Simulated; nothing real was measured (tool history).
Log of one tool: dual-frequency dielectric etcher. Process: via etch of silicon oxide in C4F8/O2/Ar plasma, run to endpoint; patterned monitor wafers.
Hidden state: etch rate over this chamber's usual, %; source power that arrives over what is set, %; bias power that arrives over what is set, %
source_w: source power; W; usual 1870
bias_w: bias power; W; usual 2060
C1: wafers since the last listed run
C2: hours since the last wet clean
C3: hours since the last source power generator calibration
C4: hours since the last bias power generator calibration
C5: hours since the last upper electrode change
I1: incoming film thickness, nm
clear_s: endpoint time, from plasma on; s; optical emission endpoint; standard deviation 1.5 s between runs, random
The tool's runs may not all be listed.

run 1 day=0.000 | source_w=1870 bias_w=2060 | C1=0 C2=75.4 C3=1021.4 C4=285.0 C5=2078.6 | I1=917.0 | clear_s=173.4
run 2 day=3.446 | source_w=1650 bias_w=2060 | C1=466 C2=158.1 C3=1104.1 C4=367.7 C5=2161.3 | I1=917.6 | clear_s=178.3
run 3 day=5.267 | source_w=1650 bias_w=2060 | C1=246 C2=201.8 C3=1147.8 C4=411.4 C5=2205.0 | I1=920.4 | clear_s=177.6
run 4 day=6.842 | source_w=1650 bias_w=2060 | C1=213 C2=239.6 C3=1185.6 C4=449.2 C5=2242.8 | I1=927.6 | clear_s=181.5
run 5 day=8.621 | source_w=1870 bias_w=2060 | C1=241 C2=282.3 C3=1228.3 C4=491.9 C5=2285.5 | I1=917.7 | clear_s=172.4
run 6 day=13.017 | source_w=1870 bias_w=2060 | C1=595 C2=387.8 C3=1333.8 C4=597.4 C5=2391.0 | I1=913.9 | clear_s=166.4
run 7 day=15.854 | source_w=1870 bias_w=2060 | C1=384 C2=455.9 C3=1401.9 C4=665.5 C5=2459.1 | I1=915.1 | clear_s=166.2
run 8 day=17.704 | source_w=1870 bias_w=2060 | C1=250 C2=500.3 C3=1446.3 C4=709.9 C5=2503.5 | I1=910.4 | clear_s=164.5
run 9 day=19.512 | source_w=1870 bias_w=2060 | C1=245 C2=543.7 C3=1489.7 C4=753.3 C5=2546.9 | I1=912.4 | clear_s=167.4
run 10 day=21.400 | source_w=1870 bias_w=2060 | C1=255 C2=589.0 C3=1535.0 C4=798.6 C5=2592.2 | I1=916.9 | clear_s=167.1
run 11 day=25.067 | source_w=1870 bias_w=2060 | C1=496 C2=677.0 C3=1623.0 C4=886.6 C5=2680.2 | I1=913.3 | clear_s=165.1
-- day=27.946 wet clean of the chamber
run 12 day=28.088 | source_w=1870 bias_w=1765 | C1=273 C2=3.4 C3=1695.5 C4=959.1 C5=2752.7 | I1=921.1 | clear_s=182.7
run 13 day=31.546 | source_w=1870 bias_w=2060 | C1=468 C2=86.4 C3=1778.5 C4=1042.1 C5=2835.7 | I1=917.0 | clear_s=175.5
run 14 day=35.688 | source_w=1870 bias_w=2060 | C1=561 C2=185.8 C3=1877.9 C4=1141.5 C5=2935.1 | I1=904.1 | clear_s=173.5
run 15 day=39.654 | source_w=1870 bias_w=2060 | C1=537 C2=281.0 C3=1973.1 C4=1236.7 C5=3030.3 | I1=905.1 | clear_s=170.9
run 16 day=42.917 | source_w=2260 bias_w=2444 | C1=442 C2=359.3 C3=2051.4 C4=1315.0 C5=3108.6 | I1=908.6 | clear_s=153.9
run 17 day=55.938 | source_w=1490 bias_w=1764 | C1=1764 C2=671.8 C3=2363.9 C4=1627.5 C5=3421.1 | I1=922.7 | clear_s=187.0
-- day=56.971 source power generator calibrated
-- day=57.125 upper electrode replaced
-- day=59.058 wet clean of the chamber
run 18 day=59.079 | source_w=1870 bias_w=2060 | C1=246 C2=0.5 C3=50.6 C4=1702.9 C5=46.9 | I1=921.0 | clear_s=178.0
run 19 day=61.246 | source_w=1410 bias_w=2060 | C1=293 C2=52.5 C3=102.6 C4=1754.9 C5=98.9 | I1=909.7 | clear_s=183.3
run 20 day=63.404 | source_w=1740 bias_w=1884 | C1=292 C2=104.3 C3=154.4 C4=1806.7 C5=150.7 | I1=914.3 | clear_s=175.9
run 21 day=67.250 | source_w=1500 bias_w=1867 | C1=521 C2=196.6 C3=246.7 C4=1899.0 C5=243.0 | I1=911.3 | clear_s=184.6
run 22 day=69.950 | source_w=1610 bias_w=2304 | C1=365 C2=261.4 C3=311.5 C4=1963.8 C5=307.8 | I1=910.9 | clear_s=171.9
run 23 day=73.367 | source_w=1870 bias_w=2392 | C1=462 C2=343.4 C3=393.5 C4=2045.8 C5=389.8 | I1=918.0 | clear_s=162.6
run 24 day=76.950 | source_w=2240 bias_w=1768 | C1=485 C2=429.4 C3=479.5 C4=2131.8 C5=475.8 | I1=921.1 | clear_s=168.4
run 25 day=80.738 | source_w=2070 bias_w=2398 | C1=513 C2=520.3 C3=570.4 C4=2222.7 C5=566.7 | I1=922.1 | clear_s=157.4
run 26 day=85.188 | source_w=1580 bias_w=2060 | C1=602 C2=627.1 C3=677.2 C4=2329.5 C5=673.5 | I1=901.0 | clear_s=174.1
-- day=87.504 wet clean of the chamber
run 27 day=93.896 | source_w=2200 bias_w=2060 | C1=1044 C2=153.4 C3=886.2 C4=2538.5 C5=882.5 | I1=911.9 | clear_s=164.5
-- day=95.179 bias power generator calibrated
run 28 day=105.871 | source_w=1870 bias_w=2060 | C1=1600 C2=440.8 C3=1173.6 C4=256.6 C5=1169.9 | I1=914.8 | clear_s=171.4
run 29 day=108.450 | source_w=2310 bias_w=2060 | C1=349 C2=502.7 C3=1235.5 C4=318.5 C5=1231.8 | I1=921.2 | clear_s=156.6
run 30 day=111.142 | source_w=2300 bias_w=1670 | C1=364 C2=567.3 C3=1300.1 C4=383.1 C5=1296.4 | I1=915.4 | clear_s=166.2
run 31 day=113.296 | source_w=2060 bias_w=2060 | C1=291 C2=619.0 C3=1351.8 C4=434.8 C5=1348.1 | I1=929.6 | clear_s=166.9
run 32 day=117.708 | source_w=1870 bias_w=2060 | C1=597 C2=724.9 C3=1457.7 C4=540.7 C5=1454.0 | I1=906.4 | clear_s=162.5
-- day=121.383 wet clean of the chamber
run 33 day=121.404 | source_w=2280 bias_w=1653 | C1=365 C2=0.5 C3=1546.4 C4=629.4 C5=1542.7 | I1=918.0 | clear_s=174.2
run 34 day=124.875 | source_w=1520 bias_w=2535 | C1=470 C2=83.8 C3=1629.7 C4=712.7 C5=1626.0 | I1=921.3 | clear_s=170.9
run 35 day=132.775 | source_w=1870 bias_w=1928 | C1=1070 C2=273.4 C3=1819.3 C4=902.3 C5=1815.6 | I1=918.6 | clear_s=176.3

Alternative continuations, all from the tool just after run 35; predict every row:
run A day=132.796 | source_w=1870 bias_w=2390 | C1=2 C2=273.9 C3=1819.8 C4=902.8 C5=1816.1 | I1=918.4 | clear_s=?
run B day=132.796 | source_w=1540 bias_w=2486 | C1=2 C2=273.9 C3=1819.8 C4=902.8 C5=1816.1 | I1=918.4 | clear_s=?
run C day=132.796 | source_w=1470 bias_w=2282 | C1=2 C2=273.9 C3=1819.8 C4=902.8 C5=1816.1 | I1=918.4 | clear_s=?
run D day=132.796 | source_w=2200 bias_w=1721 | C1=2 C2=273.9 C3=1819.8 C4=902.8 C5=1816.1 | I1=918.4 | clear_s=?

run=A clear_s=167.0
run=B clear_s=173.4
run=C clear_s=179.1
run=D clear_s=172.4
Had the tool no hidden state, the same runs would have come out as:
run=A clear_s=170.3
run=B clear_s=176.9
run=C clear_s=182.6
run=D clear_s=175.8
